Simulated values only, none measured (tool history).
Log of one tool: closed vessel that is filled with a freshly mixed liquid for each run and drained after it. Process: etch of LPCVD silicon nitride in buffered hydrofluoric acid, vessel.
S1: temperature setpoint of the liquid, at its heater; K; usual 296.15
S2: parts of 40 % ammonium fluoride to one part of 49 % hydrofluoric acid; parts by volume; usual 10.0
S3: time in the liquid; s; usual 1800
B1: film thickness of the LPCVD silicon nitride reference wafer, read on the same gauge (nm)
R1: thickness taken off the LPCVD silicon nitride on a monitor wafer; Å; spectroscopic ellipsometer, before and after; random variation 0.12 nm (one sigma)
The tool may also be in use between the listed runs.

run	hour	S1	S2	S3	B1	R1
1	0.0	296.15	10.0	1800	100.01	235.9
2	13.3	296.15	10.0	1800	100.02	235.2
3	29.9	296.15	10.0	1800	99.99	234.2
4	46.2	293.15	10.0	1800	99.98	200.1
5	63.8	293.15	10.0	1800	100.03	197.8
6	74.4	293.15	10.0	1800	100.05	199.0
7	84.0	296.15	10.0	1800	100.02	235.8
8	97.7	296.15	10.0	1800	99.98	234.3
9	110.4	296.15	7.0	1800	100.03	323.8
10	120.5	296.15	7.0	1800	100.00	322.4
11	131.2	296.15	7.0	1800	100.03	320.2
12	147.8	300.65	11.5	2160	100.01	310.6
13	164.0	298.65	12.0	2560	99.98	317.6
14	174.7	296.15	10.0	1800	100.02	232.5
15	186.2	296.15	10.0	1800	100.05	235.2
16	193.6	296.15	10.0	1800	100.01	233.5
17	201.1	301.15	12.5	830	99.97	112.7
18	219.0	291.15	11.5	1800	100.03	175.2
19	229.4	296.15	13.0	1800	99.99	206.3
20	245.7	296.15	8.0	1800	100.00	316.5
21	254.3	300.65	13.5	1800	100.04	252.0
22	269.1	298.15	7.0	1125	100.01	256.9
23	282.7	296.15	10.0	1800	99.98	232.6
24	296.8	294.65	14.0	790	100.00	67.4
25	312.0	300.65	7.5	965	99.99	205.1
26	325.4	296.15	12.0	1290	100.01	137.4
27	332.6	299.65	8.5	2625	99.98	463.6
28	350.4	299.65	6.5	1415	100.04	331.9
29	356.5	299.65	8.0	1330	100.00	249.0
30	364.8	298.15	8.5	1800	99.98	292.1
31	372.3	293.65	7.0	1195	100.00	186.5
32	381.5	296.15	10.0	1800	99.96	229.8
33	393.2	296.15	10.0	1800	100.04	230.5

Taken out of this log: 3 entries between the listed runs. Where each belongs, and how the hidden state differs across it:
Between runs 16 and 17: gauge calibrated (hour 198.1)
  liquid hotter than its thermometer reads (K): 2.32 -> 2.33
  measured less the result without the state, R1: -1.0 -> -1.0 Å
Between runs 17 and 18: hydrofluoric acid flow meter replaced (hour 208.5)
  liquid hotter than its thermometer reads (K): 2.33 -> 2.36; hydrofluoric acid flow below the setpoint (%): 12.6 -> 0.867
  measured less the result without the state, R1: -1.0 -> +20.5 Å
Between runs 22 and 23: thermometer replaced (hour 281.6)
  liquid hotter than its thermometer reads (K): 2.43 -> 0.036; hydrofluoric acid flow below the setpoint (%): 1.36 -> 1.49
  measured less the result without the state, R1: +28.1 -> -2.9 Å
